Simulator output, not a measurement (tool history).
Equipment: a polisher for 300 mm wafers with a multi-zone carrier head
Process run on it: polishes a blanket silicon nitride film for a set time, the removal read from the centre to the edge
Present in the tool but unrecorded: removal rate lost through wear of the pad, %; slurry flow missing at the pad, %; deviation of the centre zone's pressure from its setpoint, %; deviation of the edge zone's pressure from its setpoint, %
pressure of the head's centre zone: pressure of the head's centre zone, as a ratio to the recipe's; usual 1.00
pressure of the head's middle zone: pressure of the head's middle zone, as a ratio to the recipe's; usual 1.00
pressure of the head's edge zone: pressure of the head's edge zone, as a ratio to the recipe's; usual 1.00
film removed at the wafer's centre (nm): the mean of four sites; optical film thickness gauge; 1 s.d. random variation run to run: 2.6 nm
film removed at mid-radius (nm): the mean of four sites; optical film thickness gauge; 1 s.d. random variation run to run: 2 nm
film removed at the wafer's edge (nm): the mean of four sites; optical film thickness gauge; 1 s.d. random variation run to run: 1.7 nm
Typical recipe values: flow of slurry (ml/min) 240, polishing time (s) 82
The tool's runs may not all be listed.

run	day	flow of slurry (ml/min)	pressure of the head's centre zone	pressure of the head's middle zone	pressure of the head's edge zone	polishing time (s)	wafers since the last listed run	wafers polished on this pad	hours since the slurry nozzle was cleaned	hours since the centre zone pressure was calibrated	hours since the edge zone pressure was calibrated	hours since the carrier head's membrane was replaced	incoming thickness of the incoming film, nm	film removed at the wafer's centre (nm)	film removed at mid-radius (nm)	film removed at the wafer's edge (nm)
1	0.000	240	1.00	1.00	1.00	82	0	748	82.0	205.6	709.6	393.0	840.7	225.7	222.4	219.7
2	0.658	240	1.00	1.00	1.07	82	165	914	97.8	221.4	725.4	408.8	838.3	221.0	223.4	231.8
# day 1.242: worn pad replaced by a new one
3	1.492	240	1.00	1.00	1.07	82	167	63	117.8	241.4	745.4	428.8	827.6	214.7	223.3	228.6
4	2.588	240	1.00	1.00	1.07	82	275	339	144.1	267.7	771.7	455.1	842.1	217.2	220.7	228.6
5	3.867	240	1.06	1.00	0.93	82	321	661	174.8	298.4	802.4	485.8	849.5	235.0	221.7	214.5
6	4.596	240	1.06	1.00	0.93	82	183	844	192.3	315.9	819.9	503.3	840.2	235.9	229.4	216.0
# day 6.046: worn pad replaced by a new one
7	6.067	240	1.06	1.00	0.93	82	328	5	227.6	351.2	855.2	538.6	847.7	230.8	221.3	214.5
8	6.562	205	1.00	1.00	1.00	82	124	130	239.5	363.1	867.1	550.5	841.2	215.6	218.4	222.1
# day 6.983: slurry nozzle cleaned
# day 7.842: edge zone pressure recalibrated
9	7.958	240	1.00	1.00	1.09	82	319	450	23.4	396.6	2.8	584.0	841.2	217.0	226.7	230.7
10	9.100	240	1.00	1.00	1.09	82	287	737	50.8	424.0	30.2	611.4	831.3	222.1	227.2	231.1
# day 10.738: worn pad replaced by a new one
11	11.246	240	0.93	1.00	1.00	65	498	127	102.3	475.5	81.7	662.9	838.1	163.6	176.4	176.8
# day 11.571: carrier head's membrane replaced by a new one
12	11.917	265	1.00	1.00	0.93	82	116	243	118.4	491.6	97.8	8.3	857.1	221.5	225.1	218.9
# day 12.096: centre zone pressure recalibrated
13	12.642	240	1.06	1.00	0.93	82	161	405	135.8	13.1	115.2	25.7	834.7	229.8	224.3	216.4
14	13.850	240	1.00	1.00	1.09	82	304	709	164.8	42.1	144.2	54.7	830.5	223.1	223.3	227.7
15	15.133	240	1.00	0.89	1.00	59	322	1032	195.6	72.9	175.0	85.5	839.4	155.3	150.1	159.1
# day 15.496: worn pad replaced by a new one
16	16.454	295	0.90	1.00	1.00	82	290	240	227.3	104.6	206.7	117.2	824.7	200.4	228.1	222.6
# day 16.825: slurry nozzle cleaned
17	17.600	205	1.05	0.93	1.00	69	277	518	18.6	132.1	234.2	144.7	842.7	191.4	180.5	187.0
18	18.921	240	1.00	1.00	1.00	82	332	851	50.3	163.8	265.9	176.4	836.5	226.3	223.1	224.6
# day 20.138: worn pad replaced by a new one
19	20.271	240	0.91	0.92	1.00	82	297	33	82.7	196.2	298.3	208.8	848.8	199.9	215.9	219.7
20	21.067	240	1.05	1.00	1.00	82	200	233	101.8	215.3	317.4	227.9	830.9	227.4	225.7	222.9

What the log doesn't show, run by run:
removal rate lost through wear of the pad, %: 0 in every run
slurry flow missing at the pad, %: 0 in every run
deviation of the centre zone's pressure from its setpoint, %: 0 in every run
deviation of the edge zone's pressure from its setpoint, %: 0 in every run
